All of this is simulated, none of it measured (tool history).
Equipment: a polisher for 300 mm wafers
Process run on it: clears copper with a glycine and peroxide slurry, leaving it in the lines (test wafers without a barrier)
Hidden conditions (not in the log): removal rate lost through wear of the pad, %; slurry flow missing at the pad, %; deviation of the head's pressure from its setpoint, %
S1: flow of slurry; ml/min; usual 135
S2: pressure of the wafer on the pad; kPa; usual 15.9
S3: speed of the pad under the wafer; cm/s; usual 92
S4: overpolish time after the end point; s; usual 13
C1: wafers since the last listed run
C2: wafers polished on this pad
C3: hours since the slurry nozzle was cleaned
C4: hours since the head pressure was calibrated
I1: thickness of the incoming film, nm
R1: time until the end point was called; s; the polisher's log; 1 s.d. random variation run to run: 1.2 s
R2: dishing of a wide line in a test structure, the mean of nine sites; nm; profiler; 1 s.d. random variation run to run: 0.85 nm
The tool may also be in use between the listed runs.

run     day   S1    S2   S3  S4    C1    C2     C3      C4     I1     R1    R2
  1       0  135  15.9   92  13     0   304   65.9   173.5  552.7  111.2  44.3
  2   1.358  135  15.9   92  13   237   541   98.5   206.1  554.9  114.5  47.1
  3   3.262  135  15.9   92  13   332   874  144.2   251.8  555.9  112.9  43.2
  4   5.888  135  15.9   92  13   458  1333  207.2   314.8  560.3  114.6  43.9
  5   8.204  135  15.9   92  13   404  1737  262.8   370.4  554.7  114.2  44.9
     13.938  -- worn pad replaced by a new one
  6  17.017  135  15.9   92  13  1510   537  474.3   581.9  554.4  113.5  46.7
  7  18.142  135  15.9   92  13   196   734  501.3   608.9  553.9  110.5  46.7
  8  19.792  135  15.9   92  13   288  1022  540.9   648.5  558.6    114  44.1
  9  21.992  135  15.9   92  13   384  1406  593.7   701.3  547.3  112.1  44.7
 10  23.108  135  15.9   92  13   195  1601  620.5   728.1  558.8  116.4  44.3
     23.742  -- slurry nozzle cleaned
 11    24.7  135  15.9   92  13   270  1872     23   766.3  546.9  114.4  43.2
     27.421  -- worn pad replaced by a new one
 12  27.475  135  15.9   92  13   455     9   89.6   832.9  549.9  107.9  46.2
 13  29.688  135  15.9   92  13   386   395  142.7     886  555.5  110.5  45.5
 14  32.592  135  15.9   92  13   507   903  212.4   955.7  549.7  114.1  45.4
 15  35.258  170  15.9   92  13   465  1369  276.4  1019.7  549.5  109.2    47
 16  36.533  135    11   92  13   222  1591    307  1050.3  552.3  148.4  33.6
 17  38.408  135  15.9   92  13   327  1919    352  1095.3  556.7  116.5  41.8
     39.267  -- head pressure recalibrated
     40.488  -- worn pad replaced by a new one
 18  41.321  155  15.9   78   5   465   145  421.9    49.3  554.2  121.8  16.9
 19  43.812  155  11.7   80  16   435   581  481.7   109.1  561.7  153.8    41
 20    45.8   90  15.9   92  13   347   928  529.4   156.8  558.3  122.1  42.3
 21  46.904  170  15.9  116  13   192  1121  555.9   183.3  556.6   89.2  53.4
 22  48.975  135  15.9   92  13   361  1483  605.6     233  549.5  110.7  44.2
     50.017  -- slurry nozzle cleaned
 23  51.496  180    11  124   6   433  1916   35.5   293.5  554.9  113.9  21.4
 24  53.396  105  15.9   92  13   331  2248   81.1   339.1  553.4  122.2  41.4
     53.579  -- worn pad replaced by a new one
 25  54.975  135  15.9   62  13   246   243    119     377  550.3  150.7    36
 26  57.529  100  19.3  110  10   446   689  180.3   438.3  560.1   91.1  42.9
 27  59.479  135  15.9   92  13   340  1030  227.1   485.1    564  113.3  43.2
 28  68.121  135  15.9  118  11  1509  2540  434.5   692.5  555.3   97.3  45.1
     69.421  -- worn pad replaced by a new one
 29  69.804  135  11.7   62  13   264    66  474.9   732.9  553.2  180.7  29.6

Hidden condition of the tool, last listed run before each entry between runs versus first listed run after:
After run 5, before run 6: worn pad replaced by a new one (day 13.938)
  removal rate lost through wear of the pad, %: 3.89 -> 1.03
  the result without the hidden state subtracted from the measured one, R1: +4.4 -> +1.2 s; R2: -1.6 -> -0.4 nm
After run 10, before run 11: slurry nozzle cleaned (day 23.742)
  removal rate lost through wear of the pad, %: 3.11 -> 4
  the result without the hidden state subtracted from the measured one, R1: +3.7 -> +4.6 s; R2: -1.2 -> -1.6 nm
After run 11, before run 12: worn pad replaced by a new one (day 27.421)
  removal rate lost through wear of the pad, %: 4 -> 0.719
  the result without the hidden state subtracted from the measured one, R1: +4.6 -> +0.8 s; R2: -1.6 -> -0.3 nm
After run 17, before run 18: head pressure recalibrated (day 39.267); worn pad replaced by a new one (day 40.488)
  removal rate lost through wear of the pad, %: 4.09 -> 0.0839
  the result without the hidden state subtracted from the measured one, R1: +4.8 -> +0.1 s; R2: -1.6 -> +0 nm
After run 22, before run 23: slurry nozzle cleaned (day 50.017)
  removal rate lost through wear of the pad, %: 2.07 -> 3.45
  the result without the hidden state subtracted from the measured one, R1: +2.3 -> +3.9 s; R2: -0.8 -> -0.7 nm
After run 24, before run 25: worn pad replaced by a new one (day 53.579)
  removal rate lost through wear of the pad, %: 4.71 -> 1.41
  the result without the hidden state subtracted from the measured one, R1: +5.8 -> +2.1 s; R2: -1.8 -> -0.4 nm
After run 28, before run 29: worn pad replaced by a new one (day 69.421)
  removal rate lost through wear of the pad, %: 7.26 -> 0.51
  the result without the hidden state subtracted from the measured one, R1: +7.1 -> +1 s; R2: -3 -> -0.2 nm
